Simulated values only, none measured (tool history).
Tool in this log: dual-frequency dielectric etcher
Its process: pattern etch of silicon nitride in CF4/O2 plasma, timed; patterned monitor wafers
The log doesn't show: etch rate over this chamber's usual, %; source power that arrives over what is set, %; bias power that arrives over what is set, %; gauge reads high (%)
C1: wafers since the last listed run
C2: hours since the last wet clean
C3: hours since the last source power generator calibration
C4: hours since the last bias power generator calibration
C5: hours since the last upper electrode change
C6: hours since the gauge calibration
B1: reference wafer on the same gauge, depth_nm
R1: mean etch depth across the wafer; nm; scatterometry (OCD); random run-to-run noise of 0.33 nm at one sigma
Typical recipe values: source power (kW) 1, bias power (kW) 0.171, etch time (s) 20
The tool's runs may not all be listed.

{"run": 1, "hour": 0.0, "source power (kW)": 1, "bias power (kW)": 0.171, "etch time (s)": 20, "C1": 0, "C2": 311.4, "C3": 3853.2, "C4": 1661.8, "C5": 2439, "C6": 359.3, "B1": 62.7, "R1": 69.2}
{"run": 2, "hour": 32.1, "source power (kW)": 1, "bias power (kW)": 0.171, "etch time (s)": 20, "C1": 294, "C2": 343.5, "C3": 3885.3, "C4": 1693.9, "C5": 2471.1, "C6": 391.4, "B1": 62.8, "R1": 69.3}
{"run": 3, "hour": 64.0, "source power (kW)": 1, "bias power (kW)": 0.171, "etch time (s)": 20, "C1": 292, "C2": 375.4, "C3": 3917.2, "C4": 1725.8, "C5": 2503, "C6": 423.3, "B1": 62.9, "R1": 68.8}
{"run": 4, "hour": 89.1, "source power (kW)": 1, "bias power (kW)": 0.2, "etch time (s)": 20, "C1": 230, "C2": 400.5, "C3": 3942.3, "C4": 1750.9, "C5": 2528.1, "C6": 448.4, "B1": 62.7, "R1": 73.7}
{"run": 5, "hour": 123.1, "source power (kW)": 1, "bias power (kW)": 0.2, "etch time (s)": 20, "C1": 312, "C2": 434.5, "C3": 3976.3, "C4": 1784.9, "C5": 2562.1, "C6": 482.4, "B1": 62.8, "R1": 73.8}
{"run": 6, "hour": 183.5, "source power (kW)": 1, "bias power (kW)": 0.171, "etch time (s)": 16, "C1": 554, "C2": 494.9, "C3": 4036.7, "C4": 1845.3, "C5": 2622.5, "C6": 542.8, "B1": 62.7, "R1": 55.5}
{"run": 7, "hour": 215.3, "source power (kW)": 1, "bias power (kW)": 0.171, "etch time (s)": 16, "C1": 291, "C2": 526.7, "C3": 4068.5, "C4": 1877.1, "C5": 2654.3, "C6": 574.6, "B1": 62.8, "R1": 55.6}
{"run": 8, "hour": 231.0, "source power (kW)": 1, "bias power (kW)": 0.171, "etch time (s)": 20, "C1": 144, "C2": 542.4, "C3": 4084.2, "C4": 1892.8, "C5": 2670, "C6": 590.3, "B1": 62.7, "R1": 69.5}
{"run": 9, "hour": 249.5, "source power (kW)": 1, "bias power (kW)": 0.171, "etch time (s)": 20, "C1": 169, "C2": 560.9, "C3": 4102.7, "C4": 1911.3, "C5": 2688.5, "C6": 608.8, "B1": 62.9, "R1": 69.4}
{"run": 10, "hour": 270.7, "source power (kW)": 1, "bias power (kW)": 0.171, "etch time (s)": 20, "C1": 194, "C2": 582.1, "C3": 4123.9, "C4": 1932.5, "C5": 2709.7, "C6": 630, "B1": 62.8, "R1": 69.5}
{"hour": 317.6, "done": "wet clean of the chamber"}
{"run": 11, "hour": 322.8, "source power (kW)": 1, "bias power (kW)": 0.171, "etch time (s)": 20, "C1": 257, "C2": 5.2, "C3": 4176, "C4": 1984.6, "C5": 2761.8, "C6": 682.1, "B1": 62.9, "R1": 69.5}
{"run": 12, "hour": 338.8, "source power (kW)": 1, "bias power (kW)": 0.171, "etch time (s)": 20, "C1": 146, "C2": 21.2, "C3": 4192, "C4": 2000.6, "C5": 2777.8, "C6": 698.1, "B1": 62.8, "R1": 68.7}
{"hour": 344.9, "done": "bias power generator calibrated"}
{"run": 13, "hour": 356.4, "source power (kW)": 0.79, "bias power (kW)": 0.146, "etch time (s)": 20, "C1": 124, "C2": 38.8, "C3": 4209.6, "C4": 11.5, "C5": 2795.4, "C6": 715.7, "B1": 62.8, "R1": 54.9}
{"hour": 383.0, "done": "source power generator calibrated"}
{"run": 14, "hour": 391.4, "source power (kW)": 0.91, "bias power (kW)": 0.159, "etch time (s)": 24, "C1": 284, "C2": 73.8, "C3": 8.4, "C4": 46.5, "C5": 2830.4, "C6": 750.7, "B1": 62.8, "R1": 75.3}
{"hour": 422.9, "done": "gauge calibrated"}
{"hour": 432.8, "done": "upper electrode replaced"}
{"run": 15, "hour": 433.3, "source power (kW)": 1, "bias power (kW)": 0.151, "etch time (s)": 23.5, "C1": 164, "C2": 115.7, "C3": 50.3, "C4": 88.4, "C5": 0.5, "C6": 10.4, "B1": 62.9, "R1": 77.5}
{"run": 16, "hour": 442.1, "source power (kW)": 1, "bias power (kW)": 0.151, "etch time (s)": 15.5, "C1": 80, "C2": 124.5, "C3": 59.1, "C4": 97.2, "C5": 9.3, "C6": 19.2, "B1": 62.8, "R1": 51.1}
{"run": 17, "hour": 460.6, "source power (kW)": 1, "bias power (kW)": 0.194, "etch time (s)": 18.5, "C1": 169, "C2": 143, "C3": 77.6, "C4": 115.7, "C5": 27.8, "C6": 37.7, "B1": 62.8, "R1": 67.6}
{"run": 18, "hour": 488.9, "source power (kW)": 1.17, "bias power (kW)": 0.192, "etch time (s)": 16, "C1": 259, "C2": 171.3, "C3": 105.9, "C4": 144, "C5": 56.1, "C6": 66, "B1": 62.8, "R1": 65.4}
{"run": 19, "hour": 511.5, "source power (kW)": 1, "bias power (kW)": 0.171, "etch time (s)": 20, "C1": 207, "C2": 193.9, "C3": 128.5, "C4": 166.6, "C5": 78.7, "C6": 88.6, "B1": 62.8, "R1": 69.3}
{"run": 20, "hour": 532.3, "source power (kW)": 1, "bias power (kW)": 0.203, "etch time (s)": 20, "C1": 190, "C2": 214.7, "C3": 149.3, "C4": 187.4, "C5": 99.5, "C6": 109.4, "B1": 62.8, "R1": 75.2}
{"run": 21, "hour": 563.3, "source power (kW)": 1, "bias power (kW)": 0.171, "etch time (s)": 20, "C1": 284, "C2": 245.7, "C3": 180.3, "C4": 218.4, "C5": 130.5, "C6": 140.4, "B1": 62.8, "R1": 69.5}
{"run": 22, "hour": 597.3, "source power (kW)": 1.19, "bias power (kW)": 0.171, "etch time (s)": 22.5, "C1": 312, "C2": 279.7, "C3": 214.3, "C4": 252.4, "C5": 164.5, "C6": 174.4, "B1": 62.8, "R1": 88.5}
{"run": 23, "hour": 690.9, "source power (kW)": 1, "bias power (kW)": 0.171, "etch time (s)": 26, "C1": 859, "C2": 373.3, "C3": 307.9, "C4": 346, "C5": 258.1, "C6": 268, "B1": 62.8, "R1": 90.1}
{"run": 24, "hour": 720.8, "source power (kW)": 1, "bias power (kW)": 0.184, "etch time (s)": 20, "C1": 274, "C2": 403.2, "C3": 337.8, "C4": 375.9, "C5": 288, "C6": 297.9, "B1": 62.9, "R1": 71.5}
{"run": 25, "hour": 737.7, "source power (kW)": 1.15, "bias power (kW)": 0.214, "etch time (s)": 14.5, "C1": 155, "C2": 420.1, "C3": 354.7, "C4": 392.8, "C5": 304.9, "C6": 314.8, "B1": 62.8, "R1": 61}

Alternative continuations, all from the tool just after run 25; predict every row:
{"run": "A", "hour": 738.1, "source power (kW)": 1, "bias power (kW)": 0.171, "etch time (s)": 16.5, "C1": 3, "C2": 420.5, "C3": 355.1, "C4": 393.2, "C5": 305.3, "C6": 315.2, "B1": "?", "R1": "?"}
{"run": "B", "hour": 738.1, "source power (kW)": 1.11, "bias power (kW)": 0.198, "etch time (s)": 25.5, "C1": 3, "C2": 420.5, "C3": 355.1, "C4": 393.2, "C5": 305.3, "C6": 315.2, "B1": "?", "R1": "?"}
{"run": "C", "hour": 738.1, "source power (kW)": 0.92, "bias power (kW)": 0.143, "etch time (s)": 23.5, "C1": 3, "C2": 420.5, "C3": 355.1, "C4": 393.2, "C5": 305.3, "C6": 315.2, "B1": "?", "R1": "?"}

run=A B1=62.8 R1=57.1
run=B B1=62.8 R1=101.1
run=C B1=62.8 R1=71.2
Without the tool's hidden state the same runs would have given:
run=A R1=57.1
run=B R1=101.1
run=C R1=71.2
